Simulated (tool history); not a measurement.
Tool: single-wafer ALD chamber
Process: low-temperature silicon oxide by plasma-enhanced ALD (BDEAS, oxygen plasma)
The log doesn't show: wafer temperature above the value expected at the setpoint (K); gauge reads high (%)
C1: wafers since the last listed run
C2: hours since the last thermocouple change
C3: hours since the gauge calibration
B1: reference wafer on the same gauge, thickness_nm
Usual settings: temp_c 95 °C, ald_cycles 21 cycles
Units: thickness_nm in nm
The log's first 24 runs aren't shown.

At day 49.571: thermocouple changed; heater temperature recalibrated.
Run 25, day 55.962: usual settings; C1 1536; C2 153.4; C3 267.8; B1 2.541. Result: thickness_nm 2.964 nm.
Run 26, day 58.158: usual settings but temp_c 107 °C, ald_cycles 23 cycles; C1 413; C2 206.1; C3 320.5; B1 2.538. Result: thickness_nm 3.161 nm.
Run 27, day 59.846: usual settings but temp_c 103 °C, ald_cycles 18 cycles; C1 317; C2 246.6; C3 361.0; B1 2.543. Result: thickness_nm 2.463 nm.
Run 28, day 62.112: usual settings but ald_cycles 25 cycles; C1 426; C2 301.0; C3 415.4; B1 2.535. Result: thickness_nm 3.565 nm.
Run 29, day 69.183: usual settings; C1 1330; C2 470.7; C3 585.1; B1 2.540. Result: thickness_nm 2.998 nm.
Run 30, day 72.146: usual settings but temp_c 89 °C, ald_cycles 23 cycles; C1 557; C2 541.8; C3 656.2; B1 2.540. Result: thickness_nm 3.380 nm.
Run 31, day 74.700: usual settings; C1 480; C2 603.1; C3 717.5; B1 2.538. Result: thickness_nm 2.994 nm.
Run 32, day 76.942: usual settings but temp_c 99 °C, ald_cycles 22 cycles; C1 421; C2 656.9; C3 771.3; B1 2.538. Result: thickness_nm 3.107 nm.
Run 33, day 79.775: usual settings but temp_c 84 °C, ald_cycles 18 cycles; C1 533; C2 724.9; C3 839.3; B1 2.544. Result: thickness_nm 2.678 nm.
Run 34, day 82.683: usual settings; C1 547; C2 794.7; C3 909.1; B1 2.539. Result: thickness_nm 3.029 nm.
Run 35, day 85.212: usual settings; C1 475; C2 855.4; C3 969.8; B1 2.543. Result: thickness_nm 2.991 nm.
Run 36, day 87.525: usual settings but temp_c 86 °C, ald_cycles 17 cycles; C1 435; C2 910.9; C3 1025.3; B1 2.541. Result: thickness_nm 2.513 nm.
Run 37, day 88.896: usual settings; C1 257; C2 943.8; C3 1058.2; B1 2.540. Result: thickness_nm 3.011 nm.
Run 38, day 91.742: usual settings but temp_c 80 °C, ald_cycles 23 cycles; C1 535; C2 1012.1; C3 1126.5; B1 2.540. Result: thickness_nm 3.477 nm.
Run 39, day 94.167: usual settings but temp_c 110 °C; C1 456; C2 1070.3; C3 1184.7; B1 2.544. Result: thickness_nm 2.880 nm.
Run 40, day 95.283: usual settings but temp_c 101 °C, ald_cycles 19 cycles; C1 210; C2 1097.1; C3 1211.5; B1 2.539. Result: thickness_nm 2.667 nm.
Run 41, day 97.917: usual settings but temp_c 81 °C, ald_cycles 24 cycles; C1 495; C2 1160.3; C3 1274.7; B1 2.539. Result: thickness_nm 3.632 nm.
At day 101.283: gauge calibrated.
Run 42, day 104.121: usual settings but temp_c 106 °C, ald_cycles 24 cycles; C1 1167; C2 1309.2; C3 68.1; B1 2.541. Result: thickness_nm 3.317 nm.
Run 43, day 106.942: usual settings but temp_c 104 °C, ald_cycles 17 cycles; C1 530; C2 1376.9; C3 135.8; B1 2.540. Result: thickness_nm 2.358 nm.
Run 44, day 108.100: usual settings but ald_cycles 17 cycles; C1 217; C2 1404.7; C3 163.6; B1 2.541. Result: thickness_nm 2.450 nm.
Run 45, day 110.492: usual settings but temp_c 105 °C, ald_cycles 18 cycles; C1 450; C2 1462.1; C3 221.0; B1 2.539. Result: thickness_nm 2.486 nm.

4 ways to go on from here, each from the tool as it stands after run 45. What would each give?
Run A, day 110.508: usual settings; C1 3; C2 1462.5; C3 221.4; B1 ?. Result: thickness_nm ?.
Run B, day 110.508: usual settings but temp_c 84 °C, ald_cycles 23 cycles; C1 3; C2 1462.5; C3 221.4; B1 ?. Result: thickness_nm ?.
Run C, day 110.508: usual settings but temp_c 100 °C, ald_cycles 25 cycles; C1 3; C2 1462.5; C3 221.4; B1 ?. Result: thickness_nm ?.
Run D, day 110.508: usual settings but temp_c 89 °C, ald_cycles 17 cycles; C1 3; C2 1462.5; C3 221.4; B1 ?. Result: thickness_nm ?.

run     B1  thickness_nm
  A  2.542         3.013
  B  2.542         3.428
  C  2.542         3.524
  D  2.542         2.491
Without the tool's hidden state the same runs would have given:
run  thickness_nm
  A         2.967
  B         3.378
  C         3.470
  D         2.454

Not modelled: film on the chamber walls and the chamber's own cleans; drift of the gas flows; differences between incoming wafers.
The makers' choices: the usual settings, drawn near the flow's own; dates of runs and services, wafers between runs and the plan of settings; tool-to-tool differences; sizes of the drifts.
